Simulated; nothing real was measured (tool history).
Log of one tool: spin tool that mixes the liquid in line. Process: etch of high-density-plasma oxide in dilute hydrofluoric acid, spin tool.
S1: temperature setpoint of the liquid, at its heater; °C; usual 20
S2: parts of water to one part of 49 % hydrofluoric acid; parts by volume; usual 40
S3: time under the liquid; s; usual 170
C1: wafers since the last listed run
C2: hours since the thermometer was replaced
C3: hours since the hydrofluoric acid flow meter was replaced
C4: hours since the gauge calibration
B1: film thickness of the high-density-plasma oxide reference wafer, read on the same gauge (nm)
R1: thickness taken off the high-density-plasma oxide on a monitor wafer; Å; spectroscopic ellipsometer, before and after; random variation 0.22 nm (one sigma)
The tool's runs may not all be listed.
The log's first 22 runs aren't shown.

run 23 hour=1220.7 | S1=20 S2=40 S3=255 | C1=432 C2=1177.3 C3=177.3 C4=698.4 | B1=59.98 | R1=654.5
run 24 hour=1274.6 | S1=20 S2=40 S3=170 | C1=343 C2=1231.2 C3=231.2 C4=752.3 | B1=60.03 | R1=433.7
run 25 hour=1343.3 | S1=21.5 S2=55 S3=115 | C1=437 C2=1299.9 C3=299.9 C4=821 | B1=60 | R1=224.8
run 26 hour=1379.9 | S1=17.5 S2=30 S3=95 | C1=233 C2=1336.5 C3=336.5 C4=857.6 | B1=59.96 | R1=295.4
run 27 hour=1429.3 | S1=20 S2=40 S3=170 | C1=314 C2=1385.9 C3=385.9 C4=907 | B1=60 | R1=441.1
run 28 hour=1464.2 | S1=23.5 S2=40 S3=75 | C1=222 C2=1420.8 C3=420.8 C4=941.9 | B1=60.02 | R1=226.3
run 29 hour=1526 | S1=20 S2=25 S3=105 | C1=393 C2=1482.6 C3=482.6 C4=1003.7 | B1=59.97 | R1=448.6
run 30 hour=1584.5 | S1=20 S2=20 S3=170 | C1=372 C2=1541.1 C3=541.1 C4=1062.2 | B1=60.01 | R1=910.6
run 31 hour=1628.6 | S1=20 S2=40 S3=170 | C1=280 C2=1585.2 C3=585.2 C4=1106.3 | B1=59.99 | R1=451.5

Forecast each of these 5 alternatives for the next run:
run A hour=1629.1 | S1=20 S2=40 S3=170 | C1=3 C2=1585.7 C3=585.7 C4=1106.8 | B1=? | R1=?
run B hour=1629.1 | S1=21.5 S2=40 S3=170 | C1=3 C2=1585.7 C3=585.7 C4=1106.8 | B1=? | R1=?
run C hour=1629.1 | S1=22.5 S2=25 S3=135 | C1=3 C2=1585.7 C3=585.7 C4=1106.8 | B1=? | R1=?
run D hour=1629.1 | S1=17.5 S2=40 S3=200 | C1=3 C2=1585.7 C3=585.7 C4=1106.8 | B1=? | R1=?
run E hour=1629.1 | S1=22.5 S2=55 S3=80 | C1=3 C2=1585.7 C3=585.7 C4=1106.8 | B1=? | R1=?

run=A B1=59.96 R1=443.7
run=B B1=59.96 R1=473
run=C B1=59.96 R1=638.4
run=D B1=59.96 R1=468.5
run=E B1=59.96 R1=165.8
Without the tool's hidden state the same runs would have given:
run=A R1=418.4
run=B R1=446
run=C R1=602.6
run=D R1=441.9
run=E R1=156.2
